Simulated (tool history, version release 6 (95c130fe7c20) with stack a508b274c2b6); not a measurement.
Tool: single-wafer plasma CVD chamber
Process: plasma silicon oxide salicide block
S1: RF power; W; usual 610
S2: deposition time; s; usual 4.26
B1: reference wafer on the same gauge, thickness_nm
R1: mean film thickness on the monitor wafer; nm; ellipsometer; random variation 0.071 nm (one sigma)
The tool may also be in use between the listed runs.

{"run": 1, "hour": 0.0, "S1": 610, "S2": 4.26, "B1": 50.499, "R1": 46.944}
{"run": 2, "hour": 13.6, "S1": 610, "S2": 4.26, "B1": 50.504, "R1": 47.032}
{"run": 3, "hour": 42.8, "S1": 610, "S2": 4.26, "B1": 50.507, "R1": 47.003}
{"hour": 45.4, "done": "gauge calibrated"}
{"run": 4, "hour": 75.2, "S1": 610, "S2": 4.26, "B1": 50.519, "R1": 46.93}
{"run": 5, "hour": 95.8, "S1": 635, "S2": 4.26, "B1": 50.505, "R1": 47.213}
{"run": 6, "hour": 114.6, "S1": 635, "S2": 4.26, "B1": 50.511, "R1": 47.28}
{"run": 7, "hour": 150.4, "S1": 610, "S2": 3.61, "B1": 50.507, "R1": 39.75}
{"run": 8, "hour": 164.8, "S1": 610, "S2": 3.61, "B1": 50.51, "R1": 39.714}
{"run": 9, "hour": 209.4, "S1": 610, "S2": 3.61, "B1": 50.497, "R1": 39.672}
{"run": 10, "hour": 311.7, "S1": 610, "S2": 4.26, "B1": 50.49, "R1": 46.708}
{"run": 11, "hour": 327.1, "S1": 610, "S2": 4.26, "B1": 50.486, "R1": 46.821}
{"run": 12, "hour": 358.9, "S1": 530, "S2": 4.26, "B1": 50.529, "R1": 45.41}
{"run": 13, "hour": 379.7, "S1": 530, "S2": 4.26, "B1": 50.505, "R1": 45.273}
{"hour": 395.4, "done": "showerhead replaced"}
{"run": 14, "hour": 405.1, "S1": 610, "S2": 4.9, "B1": 50.511, "R1": 53.643}
{"run": 15, "hour": 421.9, "S1": 610, "S2": 4.26, "B1": 50.492, "R1": 46.824}
{"run": 16, "hour": 450.7, "S1": 550, "S2": 5.07, "B1": 50.495, "R1": 54.266}
{"run": 17, "hour": 468.4, "S1": 525, "S2": 3.54, "B1": 50.505, "R1": 37.562}
{"hour": 470.7, "done": "gauge calibrated"}
{"run": 18, "hour": 525.7, "S1": 700, "S2": 3.9, "B1": 50.498, "R1": 43.987}
{"run": 19, "hour": 546.8, "S1": 555, "S2": 3.47, "B1": 50.495, "R1": 37.14}
{"hour": 564.3, "done": "RF generator calibrated"}
{"run": 20, "hour": 582.4, "S1": 610, "S2": 4.26, "B1": 50.476, "R1": 47.625}
{"run": 21, "hour": 603.7, "S1": 610, "S2": 4.26, "B1": 50.518, "R1": 47.683}
{"run": 22, "hour": 627.2, "S1": 690, "S2": 4.26, "B1": 50.498, "R1": 48.979}
{"run": 23, "hour": 663.0, "S1": 540, "S2": 3.97, "B1": 50.511, "R1": 43.202}
{"run": 24, "hour": 694.5, "S1": 570, "S2": 3.6, "B1": 50.495, "R1": 39.625}
{"run": 25, "hour": 728.5, "S1": 530, "S2": 4.74, "B1": 50.481, "R1": 51.322}
{"run": 26, "hour": 756.9, "S1": 495, "S2": 4.66, "B1": 50.517, "R1": 49.82}
{"run": 27, "hour": 776.9, "S1": 560, "S2": 4.72, "B1": 50.509, "R1": 51.829}

What the log doesn't show, run by run:
gauge reads high (%): 0 in every run
H1: delivered RF power above the setpoint (%)
run=1 H1=-6.56
run=2 H1=-6.63
run=3 H1=-6.78
run=4 H1=-6.95
run=5 H1=-7.06
run=6 H1=-7.17
run=7 H1=-7.36
run=8 H1=-7.44
run=9 H1=-7.69
run=10 H1=-8.29
run=11 H1=-8.38
run=12 H1=-8.57
run=13 H1=-8.7
run=14 H1=-8.86
run=15 H1=-8.96
run=16 H1=-9.14
run=17 H1=-9.25
run=18 H1=-9.62
run=19 H1=-9.76
run=20 H1=-0.795
run=21 H1=-0.797
run=22 H1=-0.8
run=23 H1=-0.807
run=24 H1=-0.816
run=25 H1=-0.828
run=26 H1=-0.841
run=27 H1=-0.851
